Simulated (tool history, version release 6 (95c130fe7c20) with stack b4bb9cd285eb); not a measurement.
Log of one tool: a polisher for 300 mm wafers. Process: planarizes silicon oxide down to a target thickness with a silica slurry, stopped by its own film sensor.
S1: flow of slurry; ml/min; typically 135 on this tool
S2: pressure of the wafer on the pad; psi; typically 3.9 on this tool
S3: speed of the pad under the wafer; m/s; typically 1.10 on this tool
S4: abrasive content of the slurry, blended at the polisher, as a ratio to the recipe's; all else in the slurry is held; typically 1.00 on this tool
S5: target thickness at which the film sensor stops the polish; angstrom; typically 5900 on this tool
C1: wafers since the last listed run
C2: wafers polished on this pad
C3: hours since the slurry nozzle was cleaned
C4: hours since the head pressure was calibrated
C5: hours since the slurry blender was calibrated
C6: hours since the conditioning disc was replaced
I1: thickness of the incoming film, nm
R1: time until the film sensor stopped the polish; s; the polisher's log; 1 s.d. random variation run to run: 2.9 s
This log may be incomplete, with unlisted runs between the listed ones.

run,day,S1,S2,S3,S4,S5,C1,C2,C3,C4,C5,C6,I1,R1
1,0.000,135,3.9,1.10,1.00,6180,0,927,484.4,699.7,88.5,178.3,968.5,183.5
# day 0.608: slurry blender recalibrated
2,0.629,135,3.9,1.10,1.00,5900,114,1042,499.5,714.8,0.5,193.4,957.3,199.8
3,0.879,135,3.9,1.10,1.00,5900,52,1094,505.5,720.8,6.5,199.4,956.5,200.3
4,1.221,170,3.9,1.10,1.00,5900,71,1166,513.7,729.0,14.7,207.6,952.2,194.4
# day 1.512: worn pad replaced by a new one
# day 2.133: slurry nozzle cleaned
5,2.625,170,3.9,1.10,1.00,5900,250,224,11.8,762.7,48.4,241.3,969.2,173.5
6,3.279,135,4.7,1.34,1.00,5900,137,361,27.5,778.4,64.1,257.0,963.1,134.7
7,3.658,135,3.9,1.10,1.00,5900,79,441,36.6,787.5,73.2,266.1,955.5,178.1
8,4.304,135,3.9,0.98,1.00,5900,135,576,52.1,803.0,88.7,281.6,945.6,188.2
# day 4.558: slurry blender recalibrated
9,4.862,135,3.9,1.10,0.70,7110,99,676,65.5,816.4,7.3,295.0,962.4,132.9
10,5.575,135,3.9,1.10,1.25,4900,149,826,82.6,833.5,24.4,312.1,956.9,219.4
11,5.921,100,4.4,1.10,1.10,6840,72,898,90.9,841.8,32.7,320.4,971.9,133.4
12,6.529,135,3.9,1.10,1.00,5900,127,1026,105.5,856.4,47.3,335.0,961.8,191.0
# day 7.104: worn pad replaced by a new one
13,7.258,135,3.9,1.10,1.00,5900,118,32,123.0,873.9,64.8,352.5,949.2,190.0
14,7.933,135,3.3,1.10,1.00,4640,141,174,139.2,890.1,81.0,368.7,977.4,312.1
15,8.321,135,5.2,1.24,1.00,5900,81,255,148.5,899.4,90.3,378.0,954.0,144.7
# day 8.438: slurry blender recalibrated
# day 8.975: conditioning disc replaced and pad reconditioned
16,9.038,135,3.9,0.82,1.00,5900,115,370,165.7,916.6,14.4,1.5,953.1,201.1
17,9.758,135,4.6,1.42,0.70,7090,151,522,183.0,933.9,31.7,18.8,959.1,82.4
# day 10.196: head pressure recalibrated
18,10.217,170,4.9,1.44,0.85,5900,78,600,194.0,0.5,42.7,29.8,959.7,106.2
19,10.858,135,3.9,1.10,1.10,5900,134,735,209.4,15.9,58.1,45.2,961.6,159.3
20,11.504,135,3.9,1.10,1.00,5900,135,871,224.9,31.4,73.6,60.7,945.9,158.3
21,11.883,135,2.7,1.28,1.00,6380,79,950,234.0,40.5,82.7,69.8,961.8,176.2
22,12.562,135,3.9,1.10,1.00,6780,142,1093,250.3,56.8,99.0,86.1,947.7,123.2

Predict the results of run 23:
# day 12.721: slurry blender recalibrated
23,12.812,135,2.6,1.34,1.25,5900,34,1128,256.3,62.8,2.2,92.1,952.6,?

R1: 190.2 s
The same run, on a tool lacking any hidden state, would have yielded R1 178.6 s.

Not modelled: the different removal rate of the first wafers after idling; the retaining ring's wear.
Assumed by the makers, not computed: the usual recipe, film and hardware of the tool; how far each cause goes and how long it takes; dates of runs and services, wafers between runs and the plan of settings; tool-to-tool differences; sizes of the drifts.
